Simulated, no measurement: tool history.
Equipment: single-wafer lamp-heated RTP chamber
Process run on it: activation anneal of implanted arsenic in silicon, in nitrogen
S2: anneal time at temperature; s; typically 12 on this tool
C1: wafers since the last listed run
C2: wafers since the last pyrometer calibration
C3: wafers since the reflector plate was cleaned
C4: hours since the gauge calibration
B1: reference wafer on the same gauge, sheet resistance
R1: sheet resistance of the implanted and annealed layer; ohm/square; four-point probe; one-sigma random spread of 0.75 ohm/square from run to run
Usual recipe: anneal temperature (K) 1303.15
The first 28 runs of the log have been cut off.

run 29 hour=1594 | anneal_temperature_(K)=1303.15 S2=12 | C1=823 C2=7995 C3=6920 C4=644.4 | B1=420.11 | R1=349.06
run 30 hour=1645.8 | anneal_temperature_(K)=1292.15 S2=7 | C1=1158 C2=9154 C3=8078 C4=696.2 | B1=419.95 | R1=356.98
-- hour=1666.3 pyrometer window cleaned and pyrometer calibrated
run 31 hour=1676.1 | anneal_temperature_(K)=1324.15 S2=6 | C1=498 C2=218 C3=8577 C4=726.5 | B1=420.3 | R1=351.51
run 32 hour=1722.2 | anneal_temperature_(K)=1317.15 S2=12 | C1=1031 C2=1249 C3=9609 C4=772.6 | B1=419.96 | R1=345.04
-- hour=1762.8 reflector plate cleaned
run 33 hour=1790.4 | anneal_temperature_(K)=1303.15 S2=12 | C1=1346 C2=2596 C3=616 C4=840.8 | B1=419.89 | R1=351.05
run 34 hour=1831.8 | anneal_temperature_(K)=1279.15 S2=9 | C1=926 C2=3522 C3=1542 C4=882.2 | B1=420.02 | R1=360.34
run 35 hour=1893.1 | anneal_temperature_(K)=1279.15 S2=14 | C1=1371 C2=4893 C3=2913 C4=943.5 | B1=420.05 | R1=355.48
run 36 hour=1953.9 | anneal_temperature_(K)=1316.15 S2=12 | C1=1360 C2=6254 C3=4274 C4=1004.3 | B1=419.99 | R1=345.82

Consider 4 possible next runs. They are alternatives, not a sequence: every one starts from the tool as it was left by run 36. What does each give?
run A hour=1954.3 | anneal_temperature_(K)=1303.15 S2=12 | C1=8 C2=6263 C3=4283 C4=1004.7 | B1=? | R1=?
run B hour=1954.3 | anneal_temperature_(K)=1303.15 S2=6 | C1=8 C2=6263 C3=4283 C4=1004.7 | B1=? | R1=?
run C hour=1954.3 | anneal_temperature_(K)=1319.15 S2=17 | C1=8 C2=6263 C3=4283 C4=1004.7 | B1=? | R1=?
run D hour=1954.3 | anneal_temperature_(K)=1291.15 S2=8 | C1=8 C2=6263 C3=4283 C4=1004.7 | B1=? | R1=?

run=A B1=420 R1=350.96
run=B B1=420 R1=358.76
run=C B1=420 R1=340.66
run=D B1=420 R1=358.7
With the hidden condition removed and each run's random variation left untouched, the same runs would have given:
run=A R1=351.4
run=B R1=359.09
run=C R1=341.19
run=D R1=359.05
